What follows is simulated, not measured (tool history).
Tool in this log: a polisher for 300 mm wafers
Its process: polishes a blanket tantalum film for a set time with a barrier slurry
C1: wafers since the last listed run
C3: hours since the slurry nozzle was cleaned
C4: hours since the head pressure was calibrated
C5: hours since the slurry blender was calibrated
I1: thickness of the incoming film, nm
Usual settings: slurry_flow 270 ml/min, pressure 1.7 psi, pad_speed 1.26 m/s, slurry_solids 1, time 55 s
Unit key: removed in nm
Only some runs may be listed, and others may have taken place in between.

run 1 hour=0 | slurry_flow=270 pressure=2.1 pad_speed=1.26 slurry_solids=1 time=55 | C1=0 wafers_polished_on_this_pad=53 C3=243.8 C4=233 C5=113.1 | I1=296.3 | removed=123.8
run 2 hour=38.7 | slurry_flow=270 pressure=1.7 pad_speed=1.26 slurry_solids=1 time=55 | C1=458 wafers_polished_on_this_pad=512 C3=282.5 C4=271.7 C5=151.8 | I1=303.6 | removed=101.4
run 3 hour=77.5 | slurry_flow=270 pressure=1.7 pad_speed=1.26 slurry_solids=1 time=55 | C1=460 wafers_polished_on_this_pad=972 C3=321.3 C4=310.5 C5=190.6 | I1=300.1 | removed=101.6
-- hour=113.7 slurry blender recalibrated
-- hour=121.2 slurry nozzle cleaned
run 4 hour=148.3 | slurry_flow=270 pressure=1.7 pad_speed=1.26 slurry_solids=1 time=55 | C1=804 wafers_polished_on_this_pad=1776 C3=27.1 C4=381.3 C5=34.6 | I1=299.2 | removed=103.7
-- hour=160.2 worn pad replaced by a new one
run 5 hour=204.6 | slurry_flow=270 pressure=1.7 pad_speed=1.26 slurry_solids=1 time=55 | C1=620 wafers_polished_on_this_pad=526 C3=83.4 C4=437.6 C5=90.9 | I1=302.8 | removed=105
run 6 hour=255.8 | slurry_flow=205 pressure=1.7 pad_speed=1.54 slurry_solids=1 time=55 | C1=607 wafers_polished_on_this_pad=1133 C3=134.6 C4=488.8 C5=142.1 | I1=300.7 | removed=118.1
run 7 hour=290.3 | slurry_flow=205 pressure=1.7 pad_speed=1.54 slurry_solids=1 time=55 | C1=409 wafers_polished_on_this_pad=1542 C3=169.1 C4=523.3 C5=176.6 | I1=297.8 | removed=117.2
-- hour=306.6 worn pad replaced by a new one
-- hour=311.9 head pressure recalibrated
-- hour=332.9 slurry blender recalibrated
run 8 hour=358.5 | slurry_flow=270 pressure=1.7 pad_speed=1.26 slurry_solids=1 time=62 | C1=713 wafers_polished_on_this_pad=567 C3=237.3 C4=46.6 C5=25.6 | I1=304.9 | removed=110.3
run 9 hour=398.5 | slurry_flow=270 pressure=1.7 pad_speed=1.26 slurry_solids=1 time=55 | C1=474 wafers_polished_on_this_pad=1042 C3=277.3 C4=86.6 C5=65.6 | I1=298.5 | removed=97.5
-- hour=453.2 worn pad replaced by a new one
run 10 hour=459.1 | slurry_flow=270 pressure=1.7 pad_speed=1.26 slurry_solids=1 time=42 | C1=671 wafers_polished_on_this_pad=70 C3=337.9 C4=147.2 C5=126.2 | I1=296.9 | removed=76
-- hour=460.8 slurry nozzle cleaned
run 11 hour=530.9 | slurry_flow=270 pressure=2.1 pad_speed=1.26 slurry_solids=1 time=43 | C1=839 wafers_polished_on_this_pad=909 C3=70.1 C4=219 C5=198 | I1=298.1 | removed=97
-- hour=585.6 slurry blender recalibrated
run 12 hour=594.9 | slurry_flow=220 pressure=2 pad_speed=1.26 slurry_solids=1 time=44 | C1=735 wafers_polished_on_this_pad=1645 C3=134.1 C4=283 C5=9.3 | I1=303.1 | removed=94.6
-- hour=620.7 worn pad replaced by a new one
run 13 hour=653.4 | slurry_flow=305 pressure=1.3 pad_speed=1.14 slurry_solids=1 time=55 | C1=646 wafers_polished_on_this_pad=387 C3=192.6 C4=341.5 C5=67.8 | I1=301.2 | removed=74.1
run 14 hour=681 | slurry_flow=270 pressure=1.2 pad_speed=1.26 slurry_solids=1 time=55 | C1=327 wafers_polished_on_this_pad=715 C3=220.2 C4=369.1 C5=95.4 | I1=299.5 | removed=71.6
run 15 hour=715.7 | slurry_flow=270 pressure=1.7 pad_speed=1.26 slurry_solids=1 time=55 | C1=411 wafers_polished_on_this_pad=1126 C3=254.9 C4=403.8 C5=130.1 | I1=301.1 | removed=103.9
run 16 hour=748.3 | slurry_flow=270 pressure=1.7 pad_speed=0.88 slurry_solids=1 time=65 | C1=386 wafers_polished_on_this_pad=1513 C3=287.5 C4=436.4 C5=162.7 | I1=299.9 | removed=97.6

5 ways to go on from here, each from the tool as it stands after run 16. What would each give?
run A hour=748.7 | slurry_flow=270 pressure=1.3 pad_speed=1.26 slurry_solids=1 time=55 | C1=4 wafers_polished_on_this_pad=1517 C3=287.9 C4=436.8 C5=163.1 | I1=299.7 | removed=?
run B hour=748.7 | slurry_flow=305 pressure=1.2 pad_speed=1.26 slurry_solids=1.15 time=73 | C1=4 wafers_polished_on_this_pad=1517 C3=287.9 C4=436.8 C5=163.1 | I1=299.7 | removed=?
run C hour=748.7 | slurry_flow=210 pressure=1.7 pad_speed=1.26 slurry_solids=1.3 time=50 | C1=4 wafers_polished_on_this_pad=1517 C3=287.9 C4=436.8 C5=163.1 | I1=299.7 | removed=?
run D hour=748.7 | slurry_flow=270 pressure=1.7 pad_speed=1.26 slurry_solids=0.9 time=48 | C1=4 wafers_polished_on_this_pad=1517 C3=287.9 C4=436.8 C5=163.1 | I1=299.7 | removed=?
run E hour=748.7 | slurry_flow=205 pressure=1.7 pad_speed=1.26 slurry_solids=1 time=55 | C1=4 wafers_polished_on_this_pad=1517 C3=287.9 C4=436.8 C5=163.1 | I1=299.7 | removed=?

run=A removed=80.3
run=B removed=103.2
run=C removed=98.6
run=D removed=89.1
run=E removed=101.4
What these runs would have given with no unlogged condition in the tool:
run=A removed=74.9
run=B removed=96.2
run=C removed=91.9
run=D removed=83.1
run=E removed=94.5
